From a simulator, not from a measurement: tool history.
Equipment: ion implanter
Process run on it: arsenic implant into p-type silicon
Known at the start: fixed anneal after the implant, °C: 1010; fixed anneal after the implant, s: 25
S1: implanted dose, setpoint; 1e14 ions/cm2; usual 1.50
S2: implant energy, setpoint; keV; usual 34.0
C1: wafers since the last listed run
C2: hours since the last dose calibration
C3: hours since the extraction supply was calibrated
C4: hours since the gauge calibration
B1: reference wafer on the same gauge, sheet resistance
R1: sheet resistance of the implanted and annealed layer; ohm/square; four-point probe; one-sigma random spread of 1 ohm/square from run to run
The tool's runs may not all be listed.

run    hour    S1    S2   C1     C2      C3      C4      B1      R1
  1     0.0  1.67  34.0    0  170.1  3461.7  2340.1  444.86  422.22
  2    54.6  1.67  34.0  773  224.7  3516.3  2394.7  445.01  421.61
  3   124.9  1.59  41.0  996  295.0  3586.6  2465.0  445.24  422.35
  4   175.5  1.59  41.0  717  345.6  3637.2  2515.6  445.24  420.47
  5   228.4  1.59  41.0  749  398.5  3690.1  2568.5  444.79  423.06
      278.3  -- gauge calibrated
  6   287.9  1.50  34.0  843  458.0  3749.6     9.6  445.48  451.76
  7   343.6  1.50  34.0  789  513.7  3805.3    65.3  445.27  453.37
  8   393.1  1.50  34.0  701  563.2  3854.8   114.8  445.08  451.59
  9   417.9  1.50  34.0  351  588.0  3879.6   139.6  445.19  449.80
 10   472.0  1.50  34.0  766  642.1  3933.7   193.7  444.57  450.86
 11   531.0  1.30  34.0  836  701.1  3992.7   252.7  444.72  498.58
 12   583.5  1.50  34.0  743  753.6  4045.2   305.2  445.34  447.08
 13   617.1  1.50  34.0  476  787.2  4078.8   338.8  445.51  447.74
 14   658.1  1.85  45.5  581  828.2  4119.8   379.8  444.99  368.50
 15   719.8  1.50  34.0  874  889.9  4181.5   441.5  445.14  448.53
      736.0  -- Faraday cup replaced and dose calibrated
 16   755.7  1.69  39.0  395   19.7  4217.4   477.4  445.17  406.81
 17   782.1  1.85  45.5  374   46.1  4243.8   503.8  445.30  373.12
 18   819.2  1.50  28.0  525   83.2  4280.9   540.9  445.59  467.78
 19   866.4  1.50  34.0  668  130.4  4328.1   588.1  445.36  453.74
      913.2  -- extraction supply calibrated
 20   922.9  1.69  39.0  687  186.9     9.7   644.6  444.58  406.49
 21   957.9  1.50  34.0  495  221.9    44.7   679.6  444.97  452.53
 22   986.3  1.50  42.0  402  250.3    73.1   708.0  444.30  435.87
 23  1047.8  1.50  34.0  871  311.8   134.6   769.5  445.06  451.80
 24  1115.5  1.50  41.0  959  379.5   202.3   837.2  445.52  437.34
 25  1157.8  1.82  42.0  599  421.8   244.6   879.5  445.50  379.04
 26  1187.2  1.50  34.0  416  451.2   274.0   908.9  444.27  450.89
 27  1246.4  1.50  26.0  838  510.4   333.2   968.1  444.98  470.48
 28  1274.1  1.79  41.5  392  538.1   360.9   995.8  444.77  383.03
 29  1325.5  1.35  34.0  728  589.5   412.3  1047.2  445.02  483.13
 30  1386.8  1.94  28.0  868  650.8   473.6  1108.5  444.82  385.07
 31  1425.8  1.50  34.0  552  689.8   512.6  1147.5  445.24  447.06
     1478.9  -- Faraday cup replaced and dose calibrated
 32  1497.1  1.07  39.0  897   18.2   583.9  1218.8  444.65  559.32
 33  1552.5  1.50  34.0  785   73.6   639.3  1274.2  444.72  454.95
 34  1579.2  1.10  23.5  378  100.3   666.0  1300.9  444.77  602.24
 35  1632.5  1.31  27.5  755  153.6   719.3  1354.2  445.03  518.43
 36  1673.5  1.19  23.5  581  194.6   760.3  1395.2  445.09  568.61

Entry by entry between the runs, the difference in hidden state between the last listed run before and the first listed run after:
Between runs 5 and 6: gauge calibrated (hour 278.3)
  deviation of the true dose from the Faraday cup's reading, %: 0.837 -> 1.01
  what was measured, less what the result would be without the hidden state, R1: -2.47 -> -3.21 ohm/square
Between runs 15 and 16: Faraday cup replaced and dose calibrated (hour 736.0)
  deviation of the true dose from the Faraday cup's reading, %: 2.24 -> 0.337
  what was measured, less what the result would be without the hidden state, R1: -7.08 -> -0.97 ohm/square
Between runs 19 and 20: extraction supply calibrated (hour 913.2)
  deviation of the true dose from the Faraday cup's reading, %: 0.653 -> 0.815
  what was measured, less what the result would be without the hidden state, R1: -2.09 -> -2.34 ohm/square
Between runs 31 and 32: Faraday cup replaced and dose calibrated (hour 1478.9)
  deviation of the true dose from the Faraday cup's reading, %: 2.25 -> 0.00153
  what was measured, less what the result would be without the hidden state, R1: -7.09 -> +0.00 ohm/square

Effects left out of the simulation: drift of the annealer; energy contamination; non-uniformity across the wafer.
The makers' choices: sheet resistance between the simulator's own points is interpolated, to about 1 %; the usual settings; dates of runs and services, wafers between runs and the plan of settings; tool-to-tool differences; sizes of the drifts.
